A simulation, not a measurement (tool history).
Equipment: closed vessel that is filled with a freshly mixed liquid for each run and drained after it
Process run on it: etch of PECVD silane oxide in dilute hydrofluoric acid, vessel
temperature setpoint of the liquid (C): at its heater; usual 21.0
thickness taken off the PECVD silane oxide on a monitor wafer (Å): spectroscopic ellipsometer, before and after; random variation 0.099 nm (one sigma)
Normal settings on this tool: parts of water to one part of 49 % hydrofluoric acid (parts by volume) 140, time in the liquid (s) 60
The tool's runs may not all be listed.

run	hour	temperature setpoint of the liquid (C)	parts of water to one part of 49 % hydrofluoric acid (parts by volume)	time in the liquid (s)	wafers since the last listed run	hours since the thermometer was replaced	hours since the hydrofluoric acid flow meter was replaced	hours since the gauge calibration	read-back film thickness of the PECVD silane oxide reference wafer, read on the same gauge (nm)	thickness taken off the PECVD silane oxide on a monitor wafer (Å)
1	0.0	21.0	140	60	0	44.7	429.0	1046.2	110.00	166.0
2	53.1	21.0	140	60	6884	97.8	482.1	1099.3	110.02	164.1
3	136.9	21.0	140	60	10865	181.6	565.9	1183.1	110.00	163.6
4	232.7	21.0	140	60	12421	277.4	661.7	1278.9	110.01	165.9
5	307.0	21.0	140	60	9633	351.7	736.0	1353.2	110.00	163.8
6	405.5	21.0	140	60	12771	450.2	834.5	1451.7	110.00	162.9
7	510.5	21.0	140	60	13614	555.2	939.5	1556.7	109.98	163.8
# hour 565.5: hydrofluoric acid flow meter replaced
8	569.1	21.0	140	60	7468	613.8	3.6	1615.3	109.99	165.1
9	665.3	21.0	140	80	12473	710.0	99.8	1711.5	109.99	217.4
10	764.6	21.0	140	80	12875	809.3	199.1	1810.8	109.98	218.3
11	871.2	18.5	140	60	13821	915.9	305.7	1917.4	110.02	149.5
12	935.1	18.5	140	60	8285	979.8	369.6	1981.3	109.99	146.3
# hour 984.0: thermometer replaced
13	1022.0	21.0	140	60	11137	38.0	456.5	2068.2	110.00	162.4
14	1101.7	21.0	140	60	10333	117.7	536.2	2147.9	109.98	165.4
15	1182.6	21.0	140	60	10489	198.6	617.1	2228.8	110.01	163.5
16	1231.6	23.5	140	60	6353	247.6	666.1	2277.8	110.00	182.5
17	1310.9	22.5	140	70	10282	326.9	745.4	2357.1	110.01	203.8
18	1416.4	24.0	115	30	13679	432.4	850.9	2462.6	110.01	116.5
# hour 1438.6: hydrofluoric acid flow meter replaced
19	1479.3	21.0	105	45	8025	495.3	40.7	2525.5	109.99	170.7
# hour 1506.4: gauge calibrated
20	1544.1	24.5	115	45	8401	560.1	105.5	37.7	110.02	175.9
21	1587.9	21.0	140	60	5679	603.9	149.3	81.5	109.99	165.1
22	1689.9	24.0	110	30	13225	705.9	251.3	183.5	109.98	121.6
23	1764.1	24.0	180	85	9620	780.1	325.5	257.7	110.01	193.5

Run 24 comes next. What will it give?
24	1928.1	19.5	85	30	21264	944.1	489.5	421.7	?	?

{"run 24": {"read-back film thickness of the PECVD silane oxide reference wafer, read on the same gauge (nm)": 109.98, "thickness taken off the PECVD silane oxide on a monitor wafer (Å)": 134.9}}
The same run, on a tool lacking any hidden state, would have yielded thickness taken off the PECVD silane oxide on a monitor wafer (Å) 134.9.
